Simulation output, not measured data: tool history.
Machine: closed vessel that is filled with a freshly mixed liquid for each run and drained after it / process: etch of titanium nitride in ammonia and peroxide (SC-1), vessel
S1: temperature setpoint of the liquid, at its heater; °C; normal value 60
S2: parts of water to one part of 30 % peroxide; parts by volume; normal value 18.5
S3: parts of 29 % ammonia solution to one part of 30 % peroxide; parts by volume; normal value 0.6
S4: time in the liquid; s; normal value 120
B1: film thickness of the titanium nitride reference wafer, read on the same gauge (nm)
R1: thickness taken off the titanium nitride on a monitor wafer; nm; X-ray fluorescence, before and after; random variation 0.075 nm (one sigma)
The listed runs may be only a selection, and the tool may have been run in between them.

| run | hour | S1 | S2 | S3 | S4 | B1 | R1 |
|---|---|---|---|---|---|---|---|
| 1 | 0 | 60 | 18.5 | 0.6 | 120 | 79.99 | 13.85 |
| 2 | 94.7 | 60 | 18.5 | 0.6 | 120 | 80.01 | 13.8 |
| 3 | 162.8 | 60 | 24 | 0.6 | 120 | 80.01 | 12.11 |
|  | 414.6 | new drum of ammonia solution connected |
| 4 | 419.1 | 60 | 24 | 0.6 | 120 | 79.99 | 11.91 |
| 5 | 460.7 | 60 | 24 | 0.6 | 120 | 80 | 12 |
| 6 | 523 | 60 | 18.5 | 0.6 | 120 | 80 | 13.85 |
|  | 548.1 | thermometer replaced |
|  | 557.6 | gauge calibrated |
| 7 | 572 | 60 | 18.5 | 0.6 | 120 | 80 | 13.83 |
| 8 | 668.9 | 63.5 | 11 | 0.8 | 80 | 79.99 | 16.08 |
|  | 675.8 | ammonia flow meter replaced |
| 9 | 723.5 | 55.5 | 12.5 | 0.4 | 65 | 80.01 | 6.43 |
| 10 | 776.9 | 60 | 18.5 | 0.6 | 120 | 79.98 | 14 |
| 11 | 835 | 60 | 18.5 | 0.6 | 120 | 79.99 | 13.68 |
| 12 | 928.4 | 60 | 18.5 | 0.6 | 145 | 80.01 | 16.68 |
| 13 | 1008.2 | 64 | 18.5 | 0.6 | 120 | 79.99 | 17.92 |
|  | 1042.1 | new drum of ammonia solution connected |
| 14 | 1092.2 | 54 | 21.5 | 0.85 | 55 | 80 | 4.16 |

Give the tool's hidden conditions for every run:
liquid hotter than its thermometer reads (K): 0, the same for each run
ammonia flow below the setpoint (%): 0, the same for each run
ammonia solution weaker than its label (%): 0, the same for each run
gauge reads high (%): 0, the same for each run
